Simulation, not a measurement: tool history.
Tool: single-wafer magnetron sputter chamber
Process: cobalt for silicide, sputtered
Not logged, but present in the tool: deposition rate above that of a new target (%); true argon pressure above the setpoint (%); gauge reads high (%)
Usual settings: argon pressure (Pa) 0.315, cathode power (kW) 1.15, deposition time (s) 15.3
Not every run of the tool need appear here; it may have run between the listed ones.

run	hour	argon pressure (Pa)	cathode power (kW)	deposition time (s)	wafers since the last listed run	wafers on the sputter target	hours since the last manometer calibration	hours since the magnet pack was replaced	hours since the gauge calibration	read-back reference wafer on the same gauge, thickness_nm	mean film thickness on the monitor wafer (Å)
1	0	0.315	1.15	15.3	0	3055	544.1	7632.5	669.1	9.52	84.26
2	19.2	0.315	1.15	13.6	449	3504	563.3	7651.7	688.3	9.537	75.26
# hour 58.7: sputter target and shields replaced
3	59.2	0.315	1.15	15.3	749	12	603.3	7691.7	728.3	9.528	84.45
4	68.8	0.315	1.15	15.3	224	237	612.9	7701.3	737.9	9.534	85.01
5	89.6	0.315	1.15	15.3	487	724	633.7	7722.1	758.7	9.531	84.85
6	125	0.381	1.15	15.3	828	1552	669.1	7757.5	794.1	9.534	83.32
7	141	0.381	1.15	15.3	374	1927	685.1	7773.5	810.1	9.538	82.97
8	162.6	0.381	1.15	15.3	505	2433	706.7	7795.1	831.7	9.539	83.13
9	183.5	0.315	1.3	15.3	489	2922	727.6	7816	852.6	9.527	95.53
10	211.9	0.315	1.3	15.3	664	3587	756	7844.4	881	9.528	95.51
# hour 247.5: gauge calibrated
# hour 273.1: sputter target and shields replaced
11	277.1	0.315	1.3	15.3	1339	94	821.2	7909.6	29.6	9.529	95.3
12	329	0.315	1.15	15.3	1215	1309	873.1	7961.5	81.5	9.53	84.77
13	342.9	0.315	1.15	15.3	325	1634	887	7975.4	95.4	9.528	84.69
14	427.9	0.315	1.15	15.3	1990	3625	972	8060.4	180.4	9.528	84.23
15	462.2	0.315	1.35	15.3	803	4428	1006.3	8094.7	214.7	9.538	98.69
16	492.7	0.4	1	15.3	714	5142	1036.8	8125.2	245.2	9.534	71.59
# hour 502.4: sputter target and shields replaced
17	508.5	0.315	1.15	15.3	182	143	1052.6	8141	261	9.535	83.98
18	531.3	0.429	1.05	13.6	533	677	1075.4	8163.8	283.8	9.53	66.25
19	560.9	0.315	1.15	15.3	693	1370	1105	8193.4	313.4	9.527	84.23
20	587.6	0.315	1.15	15.3	625	1995	1131.7	8220.1	340.1	9.535	83.99
# hour 609.3: capacitance manometer re-zeroed and calibrated
21	609.8	0.315	1.15	15.3	332	2327	0.5	8242.3	362.3	9.529	85.06
22	627.1	0.221	1.15	17.2	405	2732	17.8	8259.6	379.6	9.535	97.84
# hour 654.4: magnet pack replaced
23	654.9	0.266	0.85	15.3	463	3196	45.6	0.5	407.4	9.527	63.46
24	676.5	0.279	1.35	15.3	505	3702	67.2	22.1	429	9.527	100.91
25	709	0.315	1.15	13.8	760	4463	99.7	54.6	461.5	9.527	76.25
# hour 744.9: sputter target and shields replaced
26	745.4	0.364	1.4	14.2	664	10	136.1	91	497.9	9.534	94.49
27	767.6	0.315	1.4	15.3	519	530	158.3	113.2	520.1	9.529	103.24
28	789.2	0.212	1.15	18	505	1036	179.9	134.8	541.7	9.517	102.15
29	811.4	0.315	1.15	15.3	519	1556	202.1	157	563.9	9.532	84.67
30	829.8	0.315	1.15	15.3	430	1986	220.5	175.4	582.3	9.524	84.53
31	842.9	0.228	1	12.3	306	2293	233.6	188.5	595.4	9.53	60.57
32	868.9	0.315	1.15	15.3	608	2902	259.6	214.5	621.4	9.528	84.76
33	895.7	0.39	1	18.3	627	3529	286.4	241.3	648.2	9.53	86.41
34	912.8	0.315	1.15	15.3	400	3930	303.5	258.4	665.3	9.533	84.61

Forecast each of these 5 alternatives for the next run:
A	913.2	0.315	1.15	15.3	9	3939	303.9	258.8	665.7	?	?
B	913.2	0.248	1.15	15.3	9	3939	303.9	258.8	665.7	?	?
C	913.2	0.372	1	15.3	9	3939	303.9	258.8	665.7	?	?
D	913.2	0.257	0.9	17.2	9	3939	303.9	258.8	665.7	?	?
E	913.2	0.378	1.25	18.2	9	3939	303.9	258.8	665.7	?	?

run	read-back reference wafer on the same gauge, thickness_nm	mean film thickness on the monitor wafer (Å)
A	9.528	84.67
B	9.528	86.16
C	9.528	72.54
D	9.528	75.62
E	9.528	107.7
Without the tool's unlogged condition, the same runs would have read:
run	mean film thickness on the monitor wafer (Å)
A	85.13
B	86.56
C	73
D	75.98
E	108.38

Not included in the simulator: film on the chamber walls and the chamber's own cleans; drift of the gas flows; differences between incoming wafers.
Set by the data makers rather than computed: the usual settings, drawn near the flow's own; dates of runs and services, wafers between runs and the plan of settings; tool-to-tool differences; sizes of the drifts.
